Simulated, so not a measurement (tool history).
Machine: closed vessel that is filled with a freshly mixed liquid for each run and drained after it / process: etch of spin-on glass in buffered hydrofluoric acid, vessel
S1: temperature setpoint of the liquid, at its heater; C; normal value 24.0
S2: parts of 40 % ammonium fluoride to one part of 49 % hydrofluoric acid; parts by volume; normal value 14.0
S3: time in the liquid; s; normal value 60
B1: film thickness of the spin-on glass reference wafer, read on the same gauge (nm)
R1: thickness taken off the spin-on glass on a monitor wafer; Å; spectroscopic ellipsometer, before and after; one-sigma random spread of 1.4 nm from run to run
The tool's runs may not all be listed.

{"run": 1, "day": 0.0, "S1": 21.0, "S2": 14.0, "S3": 60, "B1": 69.99, "R1": 1645.6}
{"run": 2, "day": 2.275, "S1": 21.0, "S2": 14.0, "S3": 60, "B1": 70.01, "R1": 1643.5}
{"day": 4.179, "done": "gauge calibrated"}
{"run": 3, "day": 4.3, "S1": 24.0, "S2": 14.0, "S3": 60, "B1": 70.0, "R1": 1949.0}
{"run": 4, "day": 5.675, "S1": 24.0, "S2": 14.0, "S3": 60, "B1": 70.0, "R1": 1960.1}
{"run": 5, "day": 8.283, "S1": 24.0, "S2": 14.0, "S3": 60, "B1": 70.0, "R1": 1937.2}
{"run": 6, "day": 9.404, "S1": 24.0, "S2": 18.0, "S3": 60, "B1": 70.02, "R1": 1556.1}
{"run": 7, "day": 11.033, "S1": 24.0, "S2": 18.0, "S3": 60, "B1": 70.04, "R1": 1556.2}
{"day": 13.017, "done": "thermometer replaced"}
{"run": 8, "day": 13.55, "S1": 20.5, "S2": 16.5, "S3": 80, "B1": 70.0, "R1": 1593.7}
{"day": 15.067, "done": "hydrofluoric acid flow meter replaced"}
{"run": 9, "day": 15.812, "S1": 22.5, "S2": 14.0, "S3": 50, "B1": 70.0, "R1": 1175.4}
{"run": 10, "day": 17.854, "S1": 24.0, "S2": 14.0, "S3": 95, "B1": 70.01, "R1": 2419.3}
{"day": 19.612, "done": "gauge calibrated"}
{"run": 11, "day": 23.008, "S1": 19.5, "S2": 9.5, "S3": 80, "B1": 70.01, "R1": 2353.5}
{"run": 12, "day": 24.654, "S1": 27.0, "S2": 16.0, "S3": 50, "B1": 70.0, "R1": 1349.3}
{"run": 13, "day": 27.058, "S1": 20.0, "S2": 19.0, "S3": 60, "B1": 69.99, "R1": 933.8}
{"run": 14, "day": 28.2, "S1": 19.5, "S2": 9.5, "S3": 80, "B1": 69.98, "R1": 2355.7}

4 options for the next run, each taken on its own from the tool as it stands now. Forecast them:
{"run": "A", "day": 28.229, "S1": 20.0, "S2": 14.0, "S3": 60, "B1": "?", "R1": "?"}
{"run": "B", "day": 28.229, "S1": 24.0, "S2": 14.0, "S3": 75, "B1": "?", "R1": "?"}
{"run": "C", "day": 28.229, "S1": 24.0, "S2": 9.5, "S3": 75, "B1": "?", "R1": "?"}
{"run": "D", "day": 28.229, "S1": 27.5, "S2": 10.5, "S3": 60, "B1": "?", "R1": "?"}

run=A B1=70.03 R1=1260.7
run=B B1=70.03 R1=1964.2
run=C B1=70.03 R1=2794.0
run=D B1=70.03 R1=2511.3
Without the tool's unlogged condition, the same runs would have read:
run=A R1=1187.0
run=B R1=1851.3
run=C R1=2656.1
run=D R1=2369.4
